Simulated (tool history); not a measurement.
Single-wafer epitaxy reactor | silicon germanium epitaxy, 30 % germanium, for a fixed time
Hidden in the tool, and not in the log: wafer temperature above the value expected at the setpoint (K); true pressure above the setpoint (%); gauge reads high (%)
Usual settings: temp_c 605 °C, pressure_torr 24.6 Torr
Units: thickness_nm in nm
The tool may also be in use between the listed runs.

run,hour,temp_c,pressure_torr,wafers since the last listed run,hours since the last pyrometer calibration,hours since the last manometer calibration,hours since the showerhead was replaced,hours since the gauge calibration,"read-back reference wafer on the same gauge, thickness_nm",thickness_nm
1,0.0,605,21.7,0,819.4,632.3,6922.1,277.7,70.201,63.047
2,45.6,605,21.7,617,865.0,677.9,6967.7,323.3,70.228,62.797
3,75.0,605,24.6,397,894.4,707.3,6997.1,352.7,70.251,64.956
4,89.9,605,24.6,201,909.3,722.2,7012.0,367.6,70.212,65.030
5,103.8,605,24.6,188,923.2,736.1,7025.9,381.5,70.182,65.068
6,118.3,605,24.6,196,937.7,750.6,7040.4,396.0,70.159,64.766
7,136.5,605,24.6,246,955.9,768.8,7058.6,414.2,70.208,64.929
8,161.3,605,24.6,335,980.7,793.6,7083.4,439.0,70.254,65.060
9,186.3,605,24.6,338,1005.7,818.6,7108.4,464.0,70.247,64.689
10,201.8,605,24.6,209,1021.2,834.1,7123.9,479.5,70.236,64.695
11,218.2,594,28.9,221,1037.6,850.5,7140.3,495.9,70.146,53.716
12,234.1,595,24.6,215,1053.5,866.4,7156.2,511.8,70.234,52.311
# hour 249.1: showerhead replaced
13,308.8,605,24.6,902,1128.2,941.1,59.7,586.5,70.234,64.403
14,340.2,605,24.6,424,1159.6,972.5,91.1,617.9,70.208,64.480
# hour 347.7: gauge calibrated
15,354.6,605,24.6,194,1174.0,986.9,105.5,6.9,70.212,64.199
# hour 379.7: capacitance manometer re-zeroed and calibrated
16,380.2,605,24.6,238,1199.6,0.5,131.1,32.5,70.138,65.724
17,398.7,592,29.9,250,1218.1,19.0,149.6,51.0,70.225,52.802
18,416.0,614,26.4,234,1235.4,36.3,166.9,68.3,70.122,80.694
19,451.6,618,19.5,481,1271.0,71.9,202.5,103.9,70.178,80.238
20,465.8,610,27.0,192,1285.2,86.1,216.7,118.1,70.154,74.341
21,488.8,610,29.6,311,1308.2,109.1,239.7,141.1,70.244,76.690
22,508.7,605,24.6,269,1328.1,129.0,259.6,161.0,70.121,65.575
23,533.8,611,21.3,339,1353.2,154.1,284.7,186.1,70.220,71.049
# hour 549.1: pyrometer calibrated
24,559.9,598,27.2,244,10.8,180.2,310.8,212.2,70.286,59.322
25,588.5,596,30.0,387,39.4,208.8,339.4,240.8,70.196,58.601
26,608.6,601,26.5,272,59.5,228.9,359.5,260.9,70.249,62.800
27,635.2,605,24.6,360,86.1,255.5,386.1,287.5,70.184,66.668
28,648.2,597,24.6,175,99.1,268.5,399.1,300.5,70.214,56.356
29,672.8,605,24.6,332,123.7,293.1,423.7,325.1,70.263,66.702
30,695.7,605,20.9,309,146.6,316.0,446.6,348.0,70.255,63.835
31,720.6,605,21.1,337,171.5,340.9,471.5,372.9,70.217,63.704
32,743.5,611,28.8,309,194.4,363.8,494.4,395.8,70.106,78.360
33,768.6,605,24.6,339,219.5,388.9,519.5,420.9,70.259,66.223
34,800.7,600,21.0,434,251.6,421.0,551.6,453.0,70.213,57.503
35,814.1,614,26.4,181,265.0,434.4,565.0,466.4,70.141,81.198

Forecast each of these 4 alternatives for the next run:
A,814.5,605,24.6,5,265.4,434.8,565.4,466.8,?,?
B,814.5,605,19.7,5,265.4,434.8,565.4,466.8,?,?
C,814.5,595,23.0,5,265.4,434.8,565.4,466.8,?,?
D,814.5,619,24.6,5,265.4,434.8,565.4,466.8,?,?

run,"read-back reference wafer on the same gauge, thickness_nm",thickness_nm
A,70.197,66.321
B,70.197,62.615
C,70.197,52.882
D,70.197,88.020
Without the tool's hidden state the same runs would have given:
run,thickness_nm
A,67.190
B,63.435
C,53.574
D,89.174

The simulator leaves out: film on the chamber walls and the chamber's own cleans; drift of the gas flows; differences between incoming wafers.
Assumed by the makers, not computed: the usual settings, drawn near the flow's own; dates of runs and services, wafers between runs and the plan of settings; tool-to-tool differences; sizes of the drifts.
